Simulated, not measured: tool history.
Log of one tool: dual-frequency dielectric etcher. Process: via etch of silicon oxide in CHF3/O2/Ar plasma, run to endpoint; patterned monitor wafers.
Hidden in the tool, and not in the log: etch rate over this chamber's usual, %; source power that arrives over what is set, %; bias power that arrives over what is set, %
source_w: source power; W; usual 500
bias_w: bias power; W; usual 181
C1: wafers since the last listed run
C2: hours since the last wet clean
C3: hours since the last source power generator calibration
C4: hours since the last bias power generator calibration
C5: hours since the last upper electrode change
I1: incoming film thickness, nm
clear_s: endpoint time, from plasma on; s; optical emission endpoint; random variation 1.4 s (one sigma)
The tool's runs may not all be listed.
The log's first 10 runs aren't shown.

Run 11, hour 777.6: usual settings but source_w 550 W, bias_w 209 W; C1 501; C2 266.2; C3 3475.2; C4 1836.6; C5 4387.4; I1 570.4. Result: clear_s 298.9 s.
Run 12, hour 844.6: usual settings but source_w 550 W, bias_w 209 W; C1 326; C2 333.2; C3 3542.2; C4 1903.6; C5 4454.4; I1 567.9. Result: clear_s 300.2 s.
At hour 890.2: upper electrode replaced.
Run 13, hour 930.5: usual settings but bias_w 167 W; C1 302; C2 419.1; C3 3628.1; C4 1989.5; C5 40.3; I1 576. Result: clear_s 350.8 s.
At hour 996.6: wet clean of the chamber.
Run 14, hour 1016.2: usual settings but bias_w 167 W; C1 301; C2 19.6; C3 3713.8; C4 2075.2; C5 126; I1 568.5. Result: clear_s 334.3 s.
Run 15, hour 1077.6: usual settings; C1 299; C2 81; C3 3775.2; C4 2136.6; C5 187.4; I1 568.6. Result: clear_s 325.2 s.
At hour 1096.6: source power generator calibrated.
Run 16, hour 1177.4: usual settings but source_w 590 W, bias_w 223 W; C1 467; C2 180.8; C3 80.8; C4 2236.4; C5 287.2; I1 570.6. Result: clear_s 284.6 s.
Run 17, hour 1232.7: usual settings but source_w 600 W, bias_w 141 W; C1 269; C2 236.1; C3 136.1; C4 2291.7; C5 342.5; I1 572. Result: clear_s 349.4 s.
Run 18, hour 1324.5: usual settings; C1 447; C2 327.9; C3 227.9; C4 2383.5; C5 434.3; I1 567.5. Result: clear_s 332.6 s.
Run 19, hour 1368.4: usual settings; C1 214; C2 371.8; C3 271.8; C4 2427.4; C5 478.2; I1 570.1. Result: clear_s 334.3 s.
At hour 1440.8: wet clean of the chamber.
At hour 1464.6: bias power generator calibrated.
Run 20, hour 1471.9: usual settings but bias_w 205 W; C1 368; C2 31.1; C3 375.3; C4 7.3; C5 581.7; I1 570.6. Result: clear_s 304 s.
Run 21, hour 1548.7: usual settings; C1 374; C2 107.9; C3 452.1; C4 84.1; C5 658.5; I1 568.6. Result: clear_s 325.4 s.
Run 22, hour 1631.6: usual settings but bias_w 139 W; C1 404; C2 190.8; C3 535; C4 167; C5 741.4; I1 569.4. Result: clear_s 370.8 s.
Run 23, hour 1735.4: usual settings but source_w 400 W, bias_w 150 W; C1 506; C2 294.6; C3 638.8; C4 270.8; C5 845.2; I1 566.9. Result: clear_s 390.2 s.
Run 24, hour 1815.7: usual settings but source_w 430 W, bias_w 162 W; C1 391; C2 374.9; C3 719.1; C4 351.1; C5 925.5; I1 576. Result: clear_s 375.7 s.
Run 25, hour 1879.3: usual settings but source_w 550 W; C1 310; C2 438.5; C3 782.7; C4 414.7; C5 989.1; I1 566.1. Result: clear_s 324.7 s.
At hour 1926.9: wet clean of the chamber.
Run 26, hour 1927.4: usual settings but source_w 580 W; C1 117; C2 0.5; C3 830.8; C4 462.8; C5 1037.2; I1 571.8. Result: clear_s 312.4 s.
Run 27, hour 1959.4: usual settings but source_w 600 W, bias_w 209 W; C1 156; C2 32.5; C3 862.8; C4 494.8; C5 1069.2; I1 573.5. Result: clear_s 288.4 s.
Run 28, hour 2006.9: usual settings; C1 231; C2 80; C3 910.3; C4 542.3; C5 1116.7; I1 573.5. Result: clear_s 327.4 s.
Run 29, hour 2137.3: usual settings; C1 636; C2 210.4; C3 1040.7; C4 672.7; C5 1247.1; I1 569.4. Result: clear_s 332 s.
Run 30, hour 2220.7: usual settings but source_w 430 W, bias_w 165 W; C1 406; C2 293.8; C3 1124.1; C4 756.1; C5 1330.5; I1 573.7. Result: clear_s 367 s.
Run 31, hour 2267.9: usual settings; C1 230; C2 341; C3 1171.3; C4 803.3; C5 1377.7; I1 571.1. Result: clear_s 337.3 s.

4 ways to go on from here, each from the tool as it stands after run 31. What would each give?
Run A, hour 2268.4: usual settings; C1 2; C2 341.5; C3 1171.8; C4 803.8; C5 1378.2; I1 568.5. Result: clear_s ?.
Run B, hour 2268.4: usual settings but source_w 580 W, bias_w 152 W; C1 2; C2 341.5; C3 1171.8; C4 803.8; C5 1378.2; I1 568.5. Result: clear_s ?.
Run C, hour 2268.4: usual settings but source_w 450 W, bias_w 212 W; C1 2; C2 341.5; C3 1171.8; C4 803.8; C5 1378.2; I1 568.5. Result: clear_s ?.
Run D, hour 2268.4: usual settings but source_w 390 W; C1 2; C2 341.5; C3 1171.8; C4 803.8; C5 1378.2; I1 568.5. Result: clear_s ?.

run  clear_s
  A    333.9
  B    343.7
  C    321.8
  D    362.7
Without the tool's hidden state the same runs would have given:
run  clear_s
  A      320
  B    329.4
  C    308.5
  D    347.6

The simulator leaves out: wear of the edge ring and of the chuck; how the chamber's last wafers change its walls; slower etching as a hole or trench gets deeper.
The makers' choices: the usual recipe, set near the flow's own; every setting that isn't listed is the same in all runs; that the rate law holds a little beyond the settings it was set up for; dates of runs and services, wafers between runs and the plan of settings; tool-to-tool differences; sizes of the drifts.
